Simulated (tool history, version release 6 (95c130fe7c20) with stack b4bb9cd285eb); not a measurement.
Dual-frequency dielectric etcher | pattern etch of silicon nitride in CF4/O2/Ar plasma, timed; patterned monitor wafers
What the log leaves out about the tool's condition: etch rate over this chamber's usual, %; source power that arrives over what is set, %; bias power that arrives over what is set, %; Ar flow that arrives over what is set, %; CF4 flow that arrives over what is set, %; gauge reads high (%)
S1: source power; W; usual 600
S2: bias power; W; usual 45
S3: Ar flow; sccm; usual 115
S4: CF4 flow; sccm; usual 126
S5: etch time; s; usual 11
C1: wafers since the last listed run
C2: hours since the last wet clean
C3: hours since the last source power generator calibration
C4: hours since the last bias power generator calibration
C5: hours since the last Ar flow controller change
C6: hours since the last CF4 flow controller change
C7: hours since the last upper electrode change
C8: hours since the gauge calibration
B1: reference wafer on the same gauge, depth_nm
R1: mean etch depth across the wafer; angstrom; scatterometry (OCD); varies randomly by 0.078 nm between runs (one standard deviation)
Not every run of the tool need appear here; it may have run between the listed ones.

| run | hour | S1 | S2 | S3 | S4 | S5 | C1 | C2 | C3 | C4 | C5 | C6 | C7 | C8 | B1 | R1 |
|---|---|---|---|---|---|---|---|---|---|---|---|---|---|---|---|---|
| 1 | 0 | 600 | 51 | 115 | 126 | 11 | 0 | 254.8 | 4731.5 | 2214.3 | 2170.8 | 4882.4 | 4464.5 | 186.5 | 24.91 | 275.2 |
| 2 | 23.1 | 600 | 49 | 115 | 126 | 12 | 398 | 277.9 | 4754.6 | 2237.4 | 2193.9 | 4905.5 | 4487.6 | 209.6 | 24.89 | 297 |
| 3 | 39.1 | 600 | 49 | 115 | 126 | 12 | 276 | 293.9 | 4770.6 | 2253.4 | 2209.9 | 4921.5 | 4503.6 | 225.6 | 24.9 | 299.5 |
| 4 | 61.6 | 600 | 49 | 115 | 126 | 12 | 388 | 316.4 | 4793.1 | 2275.9 | 2232.4 | 4944 | 4526.1 | 248.1 | 24.89 | 298.3 |
| 5 | 84 | 600 | 45 | 115 | 126 | 11 | 386 | 338.8 | 4815.5 | 2298.3 | 2254.8 | 4966.4 | 4548.5 | 270.5 | 24.9 | 268.3 |
|  | 110.9 | upper electrode replaced, of another model than before |
| 6 | 111.4 | 600 | 45 | 115 | 126 | 11 | 58 | 366.2 | 4842.9 | 2325.7 | 2282.2 | 4993.8 | 0.5 | 297.9 | 24.9 | 269.9 |
| 7 | 111.7 | 600 | 45 | 115 | 126 | 11 | 5 | 366.5 | 4843.2 | 2326 | 2282.5 | 4994.1 | 0.8 | 298.2 | 24.9 | 268.5 |
|  | 125.2 | gauge calibrated |
| 8 | 145.9 | 600 | 45 | 115 | 126 | 11 | 590 | 400.7 | 4877.4 | 2360.2 | 2316.7 | 5028.3 | 35 | 20.7 | 24.9 | 268.6 |
|  | 163.9 | source power generator calibrated |
|  | 175.3 | CF4 flow controller replaced |
|  | 186.3 | wet clean of the chamber |
| 9 | 186.8 | 600 | 52 | 115 | 126 | 11 | 343 | 0.5 | 22.9 | 2401.1 | 2357.6 | 11.5 | 75.9 | 61.6 | 24.93 | 278.3 |
|  | 194.3 | bias power generator calibrated |
| 10 | 205.8 | 600 | 52 | 115 | 126 | 11 | 258 | 19.5 | 41.9 | 11.5 | 2376.6 | 30.5 | 94.9 | 80.6 | 24.91 | 279.7 |
| 11 | 237.7 | 600 | 45 | 115 | 126 | 11 | 550 | 51.4 | 73.8 | 43.4 | 2408.5 | 62.4 | 126.8 | 112.5 | 24.91 | 262.5 |
| 12 | 265 | 600 | 45 | 115 | 126 | 11 | 471 | 78.7 | 101.1 | 70.7 | 2435.8 | 89.7 | 154.1 | 139.8 | 24.93 | 263.2 |
| 13 | 284.4 | 600 | 45 | 115 | 126 | 10 | 334 | 98.1 | 120.5 | 90.1 | 2455.2 | 109.1 | 173.5 | 159.2 | 24.9 | 239.5 |
| 14 | 303.7 | 600 | 45 | 115 | 126 | 11 | 333 | 117.4 | 139.8 | 109.4 | 2474.5 | 128.4 | 192.8 | 178.5 | 24.91 | 264 |
|  | 313 | Ar flow controller replaced |
| 15 | 335 | 600 | 45 | 134 | 126 | 11 | 436 | 148.7 | 171.1 | 140.7 | 22 | 159.7 | 224.1 | 209.8 | 24.91 | 255.9 |
| 16 | 359.6 | 600 | 45 | 115 | 126 | 11 | 424 | 173.3 | 195.7 | 165.3 | 46.6 | 184.3 | 248.7 | 234.4 | 24.91 | 264.8 |
| 17 | 389.3 | 600 | 45 | 139 | 126 | 11 | 512 | 203 | 225.4 | 195 | 76.3 | 214 | 278.4 | 264.1 | 24.88 | 254.9 |
| 18 | 403.8 | 740 | 45 | 90 | 126 | 8 | 250 | 217.5 | 239.9 | 209.5 | 90.8 | 228.5 | 292.9 | 278.6 | 24.88 | 286.9 |
| 19 | 420.9 | 640 | 45 | 106 | 111 | 13.5 | 295 | 234.6 | 257 | 226.6 | 107.9 | 245.6 | 310 | 295.7 | 24.91 | 369.2 |
|  | 444.2 | gauge calibrated |
| 20 | 445.6 | 450 | 45 | 115 | 105 | 11 | 426 | 259.3 | 281.7 | 251.3 | 132.6 | 270.3 | 334.7 | 1.4 | 24.91 | 139.7 |
| 21 | 458.9 | 490 | 51 | 115 | 154 | 7.5 | 229 | 272.6 | 295 | 264.6 | 145.9 | 283.6 | 348 | 14.7 | 24.9 | 129.8 |
| 22 | 481.8 | 490 | 40 | 115 | 126 | 11 | 395 | 295.5 | 317.9 | 287.5 | 168.8 | 306.5 | 370.9 | 37.6 | 24.9 | 167.7 |

Results for each run, recomputed without the tool's hidden state and with each run's random variation untouched:
| run | R1 |
|---|---|
| 1 | 270.7 |
| 2 | 291.7 |
| 3 | 293.8 |
| 4 | 292.2 |
| 5 | 262.4 |
| 6 | 263.4 |
| 7 | 262.1 |
| 8 | 261.5 |
| 9 | 278.7 |
| 10 | 279.7 |
| 11 | 262 |
| 12 | 262.1 |
| 13 | 238.2 |
| 14 | 262.2 |
| 15 | 253.6 |
| 16 | 262 |
| 17 | 251.6 |
| 18 | 282.9 |
| 19 | 363.6 |
| 20 | 137.3 |
| 21 | 127.5 |
| 22 | 164.4 |
